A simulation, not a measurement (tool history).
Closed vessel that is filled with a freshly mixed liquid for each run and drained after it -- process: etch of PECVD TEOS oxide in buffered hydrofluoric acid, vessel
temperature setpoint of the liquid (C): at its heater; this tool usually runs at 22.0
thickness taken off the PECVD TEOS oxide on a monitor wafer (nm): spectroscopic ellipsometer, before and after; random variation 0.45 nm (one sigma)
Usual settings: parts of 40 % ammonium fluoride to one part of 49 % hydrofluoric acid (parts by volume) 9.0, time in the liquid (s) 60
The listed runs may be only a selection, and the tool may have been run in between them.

run   hour  temperature setpoint of the liquid (C)  parts of 40 % ammonium fluoride to one part of 49 % hydrofluoric acid (parts by volume)  time in the liquid (s)  wafers since the last listed run  hours since the thermometer was replaced  hours since the hydrofluoric acid flow meter was replaced  hours since the gauge calibration  read-back film thickness of the PECVD TEOS oxide reference wafer, read on the same gauge (nm)  thickness taken off the PECVD TEOS oxide on a monitor wafer (nm)
  1    0.0                                    22.0                                                                                      9.0                      35                                 0                                     946.1                                                      180.8                              262.1                                                                                         119.99                                                             58.97
  2   22.5                                    22.0                                                                                      9.0                      35                              2951                                     968.6                                                      203.3                              284.6                                                                                         120.00                                                             58.82
  3   55.6                                    22.0                                                                                      9.0                      35                              4341                                    1001.7                                                      236.4                              317.7                                                                                         119.99                                                             59.21
  4   87.1                                    25.0                                                                                      9.0                      60                              4131                                    1033.2                                                      267.9                              349.2                                                                                         120.01                                                            119.56
  5  113.9                                    25.0                                                                                      9.0                      60                              3515                                    1060.0                                                      294.7                              376.0                                                                                         120.01                                                            120.67
  6  135.0                                    25.0                                                                                      9.0                      60                              2767                                    1081.1                                                      315.8                              397.1                                                                                         120.00                                                            119.67
  7  153.0                                    22.0                                                                                      9.0                      40                              2360                                    1099.1                                                      333.8                              415.1                                                                                         120.01                                                             67.97
  8  166.5                                    22.0                                                                                      9.0                      40                              1770                                    1112.6                                                      347.3                              428.6                                                                                         119.98                                                             67.70
  9  197.2                                    22.0                                                                                      9.0                      40                              4026                                    1143.3                                                      378.0                              459.3                                                                                         120.00                                                             68.10
 10  231.1                                    22.0                                                                                      9.0                      60                              4446                                    1177.2                                                      411.9                              493.2                                                                                         120.00                                                            103.34
     239.3  -- gauge calibrated
 11  273.0                                    22.0                                                                                     10.0                      60                              5495                                    1219.1                                                      453.8                               33.7                                                                                         120.01                                                             94.73
 12  298.9                                    22.0                                                                                     10.0                      60                              3397                                    1245.0                                                      479.7                               59.6                                                                                         120.00                                                             95.24
 13  323.4                                    22.0                                                                                     10.0                      60                              3213                                    1269.5                                                      504.2                               84.1                                                                                         120.03                                                             94.80
 14  348.0                                    22.0                                                                                      7.0                      60                              3226                                    1294.1                                                      528.8                              108.7                                                                                         119.97                                                            133.90
 15  374.7                                    22.0                                                                                      7.0                      60                              3502                                    1320.8                                                      555.5                              135.4                                                                                         119.98                                                            135.04
 16  387.0                                    22.0                                                                                      9.0                      60                              1613                                    1333.1                                                      567.8                              147.7                                                                                         119.99                                                            102.80
 17  401.9                                    26.0                                                                                      7.5                      60                              1954                                    1348.0                                                      582.7                              162.6                                                                                         119.99                                                            155.56
 18  426.1                                    19.5                                                                                      9.0                      60                              3174                                    1372.2                                                      606.9                              186.8                                                                                         119.99                                                             89.55
 19  455.2                                    25.5                                                                                     12.0                      60                              3816                                    1401.3                                                      636.0                              215.9                                                                                         120.02                                                             96.64
 20  471.3                                    27.0                                                                                      9.0                      40                              2111                                    1417.4                                                      652.1                              232.0                                                                                         120.02                                                             90.39
 21  506.8                                    22.0                                                                                      9.0                      60                              4656                                    1452.9                                                      687.6                              267.5                                                                                         119.99                                                            102.91
     530.9  -- hydrofluoric acid flow meter replaced
 22  533.9                                    23.5                                                                                     10.0                      95                              3423                                    1480.0                                                        3.0                              294.6                                                                                         120.01                                                            165.38
 23  551.4                                    27.0                                                                                      9.0                      60                              2295                                    1497.5                                                       20.5                              312.1                                                                                         120.00                                                            139.84
     553.0  -- thermometer replaced
 24  572.9                                    18.5                                                                                     10.5                      60                              2688                                      19.9                                                       42.0                              333.6                                                                                         120.01                                                             77.06
 25  594.8                                    23.5                                                                                      9.0                      35                              2872                                      41.8                                                       63.9                              355.5                                                                                         120.02                                                             66.81
 26  618.1                                    22.0                                                                                      9.0                      60                              3056                                      65.1                                                       87.2                              378.8                                                                                         120.01                                                            106.13
     637.6  -- hydrofluoric acid flow meter replaced, repeated, since the last time left the tool worse
 27  641.4                                    24.5                                                                                      9.0                      90                              2924                                      88.4                                                        3.8                              402.1                                                                                         120.00                                                            174.48
 28  734.2                                    17.0                                                                                      6.5                      35                             12171                                     181.2                                                       96.6                              494.9                                                                                         120.02                                                             62.26

For run 29, what comes out?
 29  754.1                                    22.0                                                                                      9.0                      75                              2610                                     201.1                                                      116.5                              514.8                                                                                              ?                                                                 ?

Run 29 measured read-back film thickness of the PECVD TEOS oxide reference wafer, read on the same gauge (nm) 120.02, thickness taken off the PECVD TEOS oxide on a monitor wafer (nm) 126.22.
Minus the tool's unlogged condition, the same run would have read thickness taken off the PECVD TEOS oxide on a monitor wafer (nm) 125.48.
